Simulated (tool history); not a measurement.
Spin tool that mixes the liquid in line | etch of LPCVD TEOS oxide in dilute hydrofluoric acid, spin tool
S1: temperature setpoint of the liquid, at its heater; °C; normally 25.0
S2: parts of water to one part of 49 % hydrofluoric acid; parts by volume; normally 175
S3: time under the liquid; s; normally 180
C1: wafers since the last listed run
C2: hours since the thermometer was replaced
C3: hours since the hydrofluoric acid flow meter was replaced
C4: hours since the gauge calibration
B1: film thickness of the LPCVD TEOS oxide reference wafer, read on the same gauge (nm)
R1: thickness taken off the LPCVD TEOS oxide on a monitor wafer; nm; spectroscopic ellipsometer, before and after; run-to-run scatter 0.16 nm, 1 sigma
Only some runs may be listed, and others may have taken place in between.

run 1 hour=0.0 | S1=25.0 S2=175 S3=180 | C1=0 C2=1485.5 C3=1393.3 C4=264.3 | B1=60.00 | R1=24.88
run 2 hour=32.6 | S1=25.0 S2=175 S3=180 | C1=170 C2=1518.1 C3=1425.9 C4=296.9 | B1=59.97 | R1=24.91
run 3 hour=62.7 | S1=25.0 S2=175 S3=180 | C1=157 C2=1548.2 C3=1456.0 C4=327.0 | B1=60.00 | R1=25.15
run 4 hour=96.3 | S1=25.0 S2=175 S3=180 | C1=175 C2=1581.8 C3=1489.6 C4=360.6 | B1=59.97 | R1=25.26
run 5 hour=113.1 | S1=27.5 S2=175 S3=180 | C1=87 C2=1598.6 C3=1506.4 C4=377.4 | B1=60.01 | R1=27.56
run 6 hour=146.2 | S1=27.5 S2=175 S3=180 | C1=172 C2=1631.7 C3=1539.5 C4=410.5 | B1=60.02 | R1=27.69
run 7 hour=180.9 | S1=27.5 S2=175 S3=180 | C1=181 C2=1666.4 C3=1574.2 C4=445.2 | B1=60.02 | R1=27.80
run 8 hour=195.4 | S1=25.0 S2=175 S3=180 | C1=75 C2=1680.9 C3=1588.7 C4=459.7 | B1=60.03 | R1=25.30
run 9 hour=217.0 | S1=25.0 S2=175 S3=180 | C1=112 C2=1702.5 C3=1610.3 C4=481.3 | B1=60.01 | R1=25.28
run 10 hour=249.2 | S1=25.0 S2=175 S3=180 | C1=168 C2=1734.7 C3=1642.5 C4=513.5 | B1=59.97 | R1=25.10
-- hour=258.1 thermometer replaced
run 11 hour=267.6 | S1=25.0 S2=175 S3=180 | C1=90 C2=9.5 C3=1660.9 C4=531.9 | B1=60.00 | R1=25.61
-- hour=287.2 gauge calibrated
run 12 hour=345.9 | S1=25.0 S2=175 S3=180 | C1=408 C2=87.8 C3=1739.2 C4=58.7 | B1=60.01 | R1=25.62
run 13 hour=370.5 | S1=25.0 S2=175 S3=180 | C1=128 C2=112.4 C3=1763.8 C4=83.3 | B1=59.99 | R1=25.39
run 14 hour=393.9 | S1=25.0 S2=175 S3=180 | C1=122 C2=135.8 C3=1787.2 C4=106.7 | B1=59.97 | R1=25.71
-- hour=420.4 hydrofluoric acid flow meter replaced
run 15 hour=420.9 | S1=25.0 S2=110 S3=145 | C1=135 C2=162.8 C3=0.5 C4=133.7 | B1=60.00 | R1=32.62
run 16 hour=454.4 | S1=26.5 S2=145 S3=180 | C1=174 C2=196.3 C3=34.0 C4=167.2 | B1=59.99 | R1=30.44
run 17 hour=474.0 | S1=27.5 S2=175 S3=180 | C1=102 C2=215.9 C3=53.6 C4=186.8 | B1=60.00 | R1=25.60
run 18 hour=497.2 | S1=30.0 S2=235 S3=180 | C1=121 C2=239.1 C3=76.8 C4=210.0 | B1=59.96 | R1=19.27
run 19 hour=531.5 | S1=25.0 S2=175 S3=180 | C1=179 C2=273.4 C3=111.1 C4=244.3 | B1=60.00 | R1=23.40
run 20 hour=557.2 | S1=25.0 S2=175 S3=80 | C1=134 C2=299.1 C3=136.8 C4=270.0 | B1=60.00 | R1=10.30
run 21 hour=589.8 | S1=25.0 S2=175 S3=180 | C1=170 C2=331.7 C3=169.4 C4=302.6 | B1=59.99 | R1=23.60
run 22 hour=616.9 | S1=25.0 S2=175 S3=255 | C1=141 C2=358.8 C3=196.5 C4=329.7 | B1=60.02 | R1=33.18
run 23 hour=631.0 | S1=25.0 S2=175 S3=180 | C1=73 C2=372.9 C3=210.6 C4=343.8 | B1=60.02 | R1=23.62

What will run 24 give?
run 24 hour=647.8 | S1=25.0 S2=140 S3=240 | C1=87 C2=389.7 C3=227.4 C4=360.6 | B1=? | R1=?

{"run 24": {"B1": 59.96, "R1": 40.9}}
Without the tool's hidden state the same run would have given R1 40.35 nm.

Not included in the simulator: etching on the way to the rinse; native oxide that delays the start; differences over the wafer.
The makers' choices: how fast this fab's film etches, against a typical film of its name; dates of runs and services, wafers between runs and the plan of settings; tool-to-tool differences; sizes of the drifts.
